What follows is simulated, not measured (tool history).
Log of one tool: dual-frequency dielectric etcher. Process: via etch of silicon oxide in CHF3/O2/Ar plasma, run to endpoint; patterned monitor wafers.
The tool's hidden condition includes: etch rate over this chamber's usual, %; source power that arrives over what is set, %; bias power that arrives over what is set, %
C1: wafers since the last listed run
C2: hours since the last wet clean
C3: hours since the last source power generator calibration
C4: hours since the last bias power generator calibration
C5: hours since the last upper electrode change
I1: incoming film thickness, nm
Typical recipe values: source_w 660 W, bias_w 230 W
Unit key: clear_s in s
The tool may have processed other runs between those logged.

{"run": 1, "day": 0.0, "source_w": 660, "bias_w": 230, "C1": 0, "C2": 237.4, "C3": 1423.2, "C4": 1876, "C5": 4106.6, "I1": 423.5, "clear_s": 200}
{"run": 2, "day": 0.525, "source_w": 660, "bias_w": 230, "C1": 89, "C2": 250, "C3": 1435.8, "C4": 1888.6, "C5": 4119.2, "I1": 429.8, "clear_s": 201.7}
{"run": 3, "day": 1.842, "source_w": 660, "bias_w": 230, "C1": 223, "C2": 281.6, "C3": 1467.4, "C4": 1920.2, "C5": 4150.8, "I1": 421.1, "clear_s": 198.7}
{"run": 4, "day": 4.512, "source_w": 660, "bias_w": 230, "C1": 454, "C2": 345.7, "C3": 1531.5, "C4": 1984.3, "C5": 4214.9, "I1": 416.3, "clear_s": 194.5}
{"run": 5, "day": 5.433, "source_w": 660, "bias_w": 230, "C1": 156, "C2": 367.8, "C3": 1553.6, "C4": 2006.4, "C5": 4237, "I1": 422.6, "clear_s": 196.5}
{"run": 6, "day": 6.542, "source_w": 660, "bias_w": 230, "C1": 188, "C2": 394.4, "C3": 1580.2, "C4": 2033, "C5": 4263.6, "I1": 423.8, "clear_s": 197.5}
{"day": 7.667, "done": "wet clean of the chamber"}
{"run": 7, "day": 7.821, "source_w": 660, "bias_w": 230, "C1": 47, "C2": 3.7, "C3": 1610.9, "C4": 2063.7, "C5": 4294.3, "I1": 424.3, "clear_s": 204.1}
{"run": 8, "day": 8.696, "source_w": 660, "bias_w": 230, "C1": 148, "C2": 24.7, "C3": 1631.9, "C4": 2084.7, "C5": 4315.3, "I1": 423.8, "clear_s": 202.3}
{"run": 9, "day": 9.429, "source_w": 660, "bias_w": 230, "C1": 124, "C2": 42.3, "C3": 1649.5, "C4": 2102.3, "C5": 4332.9, "I1": 428.9, "clear_s": 204.8}
{"day": 11.833, "done": "bias power generator calibrated"}
{"day": 14.346, "done": "upper electrode replaced"}
{"run": 10, "day": 14.367, "source_w": 660, "bias_w": 251, "C1": 641, "C2": 160.8, "C3": 1768, "C4": 60.8, "C5": 0.5, "I1": 422.6, "clear_s": 195.5}
{"run": 11, "day": 14.383, "source_w": 660, "bias_w": 251, "C1": 2, "C2": 161.2, "C3": 1768.4, "C4": 61.2, "C5": 0.9, "I1": 423.8, "clear_s": 195.7}
{"run": 12, "day": 14.912, "source_w": 550, "bias_w": 204, "C1": 89, "C2": 173.9, "C3": 1781.1, "C4": 73.9, "C5": 13.6, "I1": 425.9, "clear_s": 230.9}

Run 13 is up next; what results do you expect?
{"day": 15.938, "done": "source power generator calibrated"}
{"run": 13, "day": 16.383, "source_w": 760, "bias_w": 259, "C1": 221, "C2": 209.2, "C3": 10.7, "C4": 109.2, "C5": 48.9, "I1": 425.2, "clear_s": "?"}

{"run 13": {"clear_s": 180.3}}
On a tool with no hidden condition, and with the same random variation, this run would have come out at clear_s 183.6 s.
